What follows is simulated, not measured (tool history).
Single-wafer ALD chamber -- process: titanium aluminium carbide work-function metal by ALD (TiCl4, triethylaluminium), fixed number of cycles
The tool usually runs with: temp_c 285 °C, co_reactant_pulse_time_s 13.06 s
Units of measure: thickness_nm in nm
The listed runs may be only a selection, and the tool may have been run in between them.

run    hour  temp_c  co_reactant_pulse_time_s  read-back reference wafer on the same gauge, thickness_nm  thickness_nm
  1     0.0     285                     13.06                                                      2.170         2.014
  2    68.6     285                     13.06                                                      2.170         2.005
  3   126.4     274                     13.06                                                      2.169         1.920
  4   163.1     285                     13.06                                                      2.169         1.995
  5   197.9     285                     13.06                                                      2.172         1.993
  6   233.0     285                     13.06                                                      2.171         1.994
  7   263.6     285                     13.06                                                      2.168         2.000
  8   318.1     285                     13.06                                                      2.168         2.005
  9   344.5     285                     13.06                                                      2.169         1.999
 10   384.2     285                     13.06                                                      2.172         1.996
 11   413.2     285                     13.06                                                      2.169         1.990
 12   438.6     285                     14.35                                                      2.169         2.008
 13   509.7     285                     14.35                                                      2.171         2.009
 14   539.6     292                      9.71                                                      2.169         2.011
 15   577.0     285                     13.06                                                      2.171         1.991
 16   639.5     293                      8.50                                                      2.170         1.999
 17   670.4     275                     10.02                                                      2.171         1.889
 18   874.1     273                     13.06                                                      2.174         1.887
      897.4  -- showerhead replaced
 19   940.8     285                     13.06                                                      2.168         1.979
      967.0  -- triethylaluminium bottle replaced
 20  1003.4     272                      9.38                                                      2.173         1.892
     1016.8  -- gauge calibrated
 21  1055.9     274                     18.09                                                      2.171         1.947
     1122.7  -- thermocouple changed; heater temperature recalibrated
 22  1148.7     289                      8.08                                                      2.170         1.998
 23  1211.3     299                     10.80                                                      2.171         2.106
 24  1276.2     289                     16.26                                                      2.168         2.057
 25  1326.7     278                      9.93                                                      2.168         1.937
 26  1419.9     293                      7.89                                                      2.169         2.033
 27  1462.7     289                     17.12                                                      2.172         2.065

Here are 5 independent what-if runs from the current tool condition. What would each one return?
  A  1463.1     285                     13.06                                                          ?             ?
  B  1463.1     274                     14.81                                                          ?             ?
  C  1463.1     296                      8.20                                                          ?             ?
  D  1463.1     290                     13.06                                                          ?             ?
  E  1463.1     295                     17.36                                                          ?             ?

run  read-back reference wafer on the same gauge, thickness_nm  thickness_nm
  A                                                      2.174         2.010
  B                                                      2.174         1.929
  C                                                      2.174         2.056
  D                                                      2.174         2.051
  E                                                      2.174         2.108
With the hidden condition removed and each run's random variation left untouched, the same runs would have given:
run  thickness_nm
  A         2.017
  B         1.934
  C         2.069
  D         2.058
  E         2.112
